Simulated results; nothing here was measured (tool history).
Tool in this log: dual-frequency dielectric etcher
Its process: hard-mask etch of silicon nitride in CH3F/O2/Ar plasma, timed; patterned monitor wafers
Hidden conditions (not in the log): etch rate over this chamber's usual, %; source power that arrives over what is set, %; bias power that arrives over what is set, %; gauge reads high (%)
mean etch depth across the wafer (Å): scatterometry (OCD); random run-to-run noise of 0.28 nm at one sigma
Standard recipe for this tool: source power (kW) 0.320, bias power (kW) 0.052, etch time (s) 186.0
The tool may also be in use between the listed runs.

run	hour	source power (kW)	bias power (kW)	etch time (s)	wafers since the last listed run	hours since the last wet clean	hours since the last source power generator calibration	hours since the last bias power generator calibration	hours since the last upper electrode change	hours since the gauge calibration	read-back reference wafer on the same gauge, depth_nm	mean etch depth across the wafer (Å)
1	0.0	0.370	0.052	186.0	0	388.1	3370.8	1032.0	4241.5	418.2	109.0	1162
2	65.0	0.320	0.052	146.0	634	453.1	3435.8	1097.0	4306.5	483.2	109.0	855
# hour 185.2: wet clean of the chamber
3	185.7	0.320	0.058	186.0	944	0.5	3556.5	1217.7	4427.2	603.9	109.0	1119
4	384.2	0.320	0.045	186.0	1937	199.0	3755.0	1416.2	4625.7	802.4	109.0	1050
5	466.8	0.350	0.052	150.0	806	281.6	3837.6	1498.8	4708.3	885.0	109.1	911
6	529.4	0.350	0.052	150.0	611	344.2	3900.2	1561.4	4770.9	947.6	109.1	919
# hour 624.4: upper electrode replaced
7	630.7	0.350	0.052	150.0	754	445.5	4001.5	1662.7	6.3	1048.9	109.0	915
8	677.4	0.320	0.052	186.0	455	492.2	4048.2	1709.4	53.0	1095.6	109.0	1091
# hour 771.6: wet clean of the chamber
9	775.5	0.320	0.052	186.0	723	3.9	4146.3	1807.5	151.1	1193.7	109.0	1096
10	835.3	0.320	0.052	186.0	583	63.7	4206.1	1867.3	210.9	1253.5	109.0	1091
11	915.5	0.370	0.061	186.0	782	143.9	4286.3	1947.5	291.1	1333.7	108.9	1214
12	989.8	0.320	0.052	186.0	725	218.2	4360.6	2021.8	365.4	1408.0	109.0	1086
13	1084.2	0.250	0.052	143.0	921	312.6	4455.0	2116.2	459.8	1502.4	108.9	752
14	1130.0	0.380	0.065	205.5	447	358.4	4500.8	2162.0	505.6	1548.2	109.0	1375
# hour 1205.9: source power generator calibrated
# hour 1408.2: wet clean of the chamber
15	1451.9	0.270	0.059	228.0	2869	43.7	246.0	2483.9	827.5	1870.1	109.1	1285
16	1532.5	0.280	0.046	219.5	786	124.3	326.6	2564.5	908.1	1950.7	109.1	1181
17	1593.5	0.350	0.052	165.5	595	185.3	387.6	2625.5	969.1	2011.7	109.0	1010
18	1685.6	0.320	0.052	186.0	899	277.4	479.7	2717.6	1061.2	2103.8	109.0	1088
19	1756.1	0.320	0.052	216.5	688	347.9	550.2	2788.1	1131.7	2174.3	109.0	1269
20	1840.4	0.370	0.052	186.0	822	432.2	634.5	2872.4	1216.0	2258.6	109.0	1158
# hour 1850.8: gauge calibrated
# hour 1854.7: bias power generator calibrated
21	1944.9	0.370	0.061	186.0	981	536.7	739.0	90.2	1320.5	94.1	109.0	1214
# hour 2060.2: wet clean of the chamber
22	2060.7	0.250	0.062	141.0	896	0.5	854.8	206.0	1436.3	209.9	109.0	779
23	2134.5	0.320	0.063	186.0	720	74.3	928.6	279.8	1510.1	283.7	109.1	1145
24	2180.6	0.370	0.052	142.0	450	120.4	974.7	325.9	1556.2	329.8	108.9	888
25	2254.9	0.250	0.056	214.5	725	194.7	1049.0	400.2	1630.5	404.1	109.0	1148
26	2353.0	0.240	0.064	209.0	957	292.8	1147.1	498.3	1728.6	502.2	109.0	1141
27	2443.1	0.320	0.052	186.0	879	382.9	1237.2	588.4	1818.7	592.3	109.0	1092
28	2526.2	0.300	0.039	186.0	811	466.0	1320.3	671.5	1901.8	675.4	109.0	991
29	2615.1	0.320	0.048	137.0	867	554.9	1409.2	760.4	1990.7	764.3	109.1	786

Describe how what the log doesn't record of the tool's condition differs between the last listed run preceding each entry between runs and the first listed run following it.
After run 2, before run 3: wet clean of the chamber (hour 185.2)
  no hidden state differs between the two runs
After run 6, before run 7: upper electrode replaced (hour 624.4)
  no hidden state differs between the two runs
After run 8, before run 9: wet clean of the chamber (hour 771.6)
  no hidden state differs between the two runs
After run 14, before run 15: source power generator calibrated (hour 1205.9); wet clean of the chamber (hour 1408.2)
  no hidden state differs between the two runs
After run 20, before run 21: gauge calibrated (hour 1850.8); bias power generator calibrated (hour 1854.7)
  no hidden state differs between the two runs
After run 21, before run 22: wet clean of the chamber (hour 2060.2)
  no hidden state differs between the two runs
